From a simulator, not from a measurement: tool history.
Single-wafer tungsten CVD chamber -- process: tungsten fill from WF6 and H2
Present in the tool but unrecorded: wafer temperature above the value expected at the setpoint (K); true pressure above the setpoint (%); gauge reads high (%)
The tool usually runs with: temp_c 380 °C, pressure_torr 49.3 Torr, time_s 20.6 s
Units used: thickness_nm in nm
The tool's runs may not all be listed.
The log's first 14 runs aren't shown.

run,hour,temp_c,pressure_torr,time_s,wafers since the last listed run,hours since the last thermocouple change,hours since the last manometer calibration,hours since the showerhead was replaced,hours since the gauge calibration,"read-back reference wafer on the same gauge, thickness_nm",thickness_nm
15,367.5,380,49.3,20.6,761,104.1,2492.3,3589.9,592.9,61.098,52.705
16,386.0,380,49.3,20.6,515,122.6,2510.8,3608.4,611.4,61.000,52.774
# hour 406.5: showerhead replaced
17,407.0,380,49.3,24.1,362,143.6,2531.8,0.5,632.4,61.014,62.180
18,420.2,389,52.4,23.5,368,156.8,2545.0,13.7,645.6,60.980,74.704
# hour 436.9: capacitance manometer re-zeroed and calibrated
19,440.5,380,49.3,20.6,342,177.1,3.6,34.0,665.9,61.016,52.520
20,452.9,380,60.7,23.3,345,189.5,16.0,46.4,678.3,60.986,63.280
21,475.4,368,61.5,23.4,627,212.0,38.5,68.9,700.8,61.026,48.090
22,493.3,380,49.3,20.6,499,229.9,56.4,86.8,718.7,61.009,53.232
23,519.4,380,43.3,20.6,727,256.0,82.5,112.9,744.8,60.976,51.359
# hour 535.3: gauge calibrated
24,546.7,380,49.3,20.6,761,283.3,109.8,140.2,11.4,60.975,53.566
25,571.2,380,49.3,19.4,683,307.8,134.3,164.7,35.9,60.989,50.340
26,599.5,374,44.5,17.7,789,336.1,162.6,193.0,64.2,61.016,38.717
27,612.1,380,49.3,20.6,351,348.7,175.2,205.6,76.8,60.993,53.662
28,631.8,380,49.3,20.6,549,368.4,194.9,225.3,96.5,61.029,53.116
29,649.4,393,49.3,24.3,490,386.0,212.5,242.9,114.1,60.934,84.906
30,677.4,391,61.4,22.8,780,414.0,240.5,270.9,142.1,61.078,81.084
31,709.2,394,49.3,20.6,886,445.8,272.3,302.7,173.9,61.029,73.890
32,726.2,392,46.1,20.6,474,462.8,289.3,319.7,190.9,60.953,69.052
33,746.8,380,49.3,20.6,574,483.4,309.9,340.3,211.5,61.007,53.915
34,760.9,380,49.3,24.1,393,497.5,324.0,354.4,225.6,60.961,63.234
35,784.7,385,41.1,22.8,663,521.3,347.8,378.2,249.4,60.982,63.614

Each row is a separate what-if for the run after 35, all from the same tool condition, not one after another. Results?
A,785.1,380,49.3,20.6,11,521.7,348.2,378.6,249.8,?,?
B,785.1,375,49.3,20.6,11,521.7,348.2,378.6,249.8,?,?
C,785.1,380,37.7,20.6,11,521.7,348.2,378.6,249.8,?,?

run,"read-back reference wafer on the same gauge, thickness_nm",thickness_nm
A,61.055,54.003
B,61.055,48.069
C,61.055,50.309
With no hidden state in the tool, these same runs would have given:
run,thickness_nm
A,52.402
B,46.600
C,48.818
